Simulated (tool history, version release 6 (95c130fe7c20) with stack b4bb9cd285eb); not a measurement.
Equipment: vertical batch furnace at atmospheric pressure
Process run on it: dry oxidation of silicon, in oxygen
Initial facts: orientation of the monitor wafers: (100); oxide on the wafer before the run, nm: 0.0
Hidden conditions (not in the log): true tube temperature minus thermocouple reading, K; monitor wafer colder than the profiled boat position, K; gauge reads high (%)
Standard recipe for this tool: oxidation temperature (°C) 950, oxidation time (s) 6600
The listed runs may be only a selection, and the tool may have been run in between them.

| run | hour | oxidation temperature (°C) | oxidation time (s) | wafers since the last listed run | hours since the last temperature calibration | hours since the boat lift was adjusted | hours since the gauge calibration | read-back reference wafer on the same gauge, thickness | oxide thickness on the monitor wafer (angstrom) |
|---|---|---|---|---|---|---|---|---|---|
| 1 | 0 | 966 | 6600 | 0 | 2621 | 3520.5 | 275.6 | 56.29 | 575.9 |
| 2 | 9.4 | 966 | 6600 | 112 | 2630.4 | 3529.9 | 285 | 56.33 | 575.2 |
| 3 | 17.7 | 950 | 6600 | 99 | 2638.7 | 3538.2 | 293.3 | 56.3 | 503 |
| 4 | 36.1 | 950 | 6600 | 219 | 2657.1 | 3556.6 | 311.7 | 56.27 | 502.3 |
| 5 | 53 | 958 | 6600 | 201 | 2674 | 3573.5 | 328.6 | 56.31 | 540.5 |
| 6 | 71 | 958 | 6600 | 214 | 2692 | 3591.5 | 346.6 | 56.31 | 542.6 |
| 7 | 92.5 | 958 | 6600 | 256 | 2713.5 | 3613 | 368.1 | 56.29 | 540.8 |
| 8 | 110.9 | 950 | 4200 | 219 | 2731.9 | 3631.4 | 386.5 | 56.3 | 367.6 |
|  | 127.8 | gauge calibrated |
|  | 148.4 | boat lift adjusted |
| 9 | 148.9 | 950 | 6600 | 166 | 2769.9 | 0.5 | 21.1 | 56.32 | 504.5 |
| 10 | 154.2 | 950 | 6600 | 63 | 2775.2 | 5.8 | 26.4 | 56.3 | 503.1 |
| 11 | 159.5 | 950 | 6600 | 63 | 2780.5 | 11.1 | 31.7 | 56.31 | 503.5 |
| 12 | 175.7 | 970 | 9810 | 193 | 2796.7 | 27.3 | 47.9 | 56.29 | 786.6 |
|  | 215.4 | thermocouples replaced and temperature profile calibrated |
| 13 | 215.9 | 950 | 6600 | 193 | 0.5 | 67.5 | 88.1 | 56.28 | 516.3 |
| 14 | 221.2 | 925 | 4440 | 63 | 5.8 | 72.8 | 93.4 | 56.29 | 302.9 |
| 15 | 235.5 | 950 | 6600 | 170 | 20.1 | 87.1 | 107.7 | 56.32 | 516.2 |
|  | 262.7 | thermocouples replaced and temperature profile calibrated, repeated, since the last time left the tool worse |
| 16 | 263.2 | 970 | 9810 | 44 | 0.5 | 114.8 | 135.4 | 56.29 | 771.1 |
| 17 | 268.5 | 958 | 5610 | 63 | 5.8 | 120.1 | 140.7 | 56.28 | 470.4 |
| 18 | 279.9 | 933 | 6600 | 135 | 17.2 | 131.5 | 152.1 | 56.31 | 406.7 |
| 19 | 287.9 | 962 | 6600 | 95 | 25.2 | 139.5 | 160.1 | 56.33 | 544.5 |
| 20 | 309.6 | 940 | 6600 | 258 | 46.9 | 161.2 | 181.8 | 56.29 | 438.7 |
| 21 | 325.3 | 950 | 6600 | 187 | 62.6 | 176.9 | 197.5 | 56.28 | 487.6 |
| 22 | 341.2 | 950 | 3660 | 189 | 78.5 | 192.8 | 213.4 | 56.31 | 326.6 |

For some of the steps in oxide thickness on the monitor wafer (angstrom) from one run to the next: how much would appear even if the tool had no hidden state, given the settings, what came in and random variation, and how much remains for the hidden state plus any gauge scatter that the measured result and the result without hidden state don't share?
Run 11 -> 12: oxidation temperature (°C) 950 -> 970, oxidation time (s) 6600 -> 9810. oxide thickness on the monitor wafer (angstrom) +283.1: hidden state +2.4, all else +280.7.
Run 14 -> 15: oxidation temperature (°C) 925 -> 950, oxidation time (s) 4440 -> 6600. oxide thickness on the monitor wafer (angstrom) +213.3: hidden state +13.9, all else +199.4.
Run 15 -> 16: oxidation temperature (°C) 950 -> 970, oxidation time (s) 6600 -> 9810, thermocouples replaced and temperature profile calibrated, repeated, since the last time left the tool worse. oxide thickness on the monitor wafer (angstrom) +254.9: hidden state -30.2, all else +285.1.
Run 16 -> 17: oxidation temperature (°C) 970 -> 958, oxidation time (s) 9810 -> 5610. oxide thickness on the monitor wafer (angstrom) -300.7: hidden state -0.4, all else -300.3.
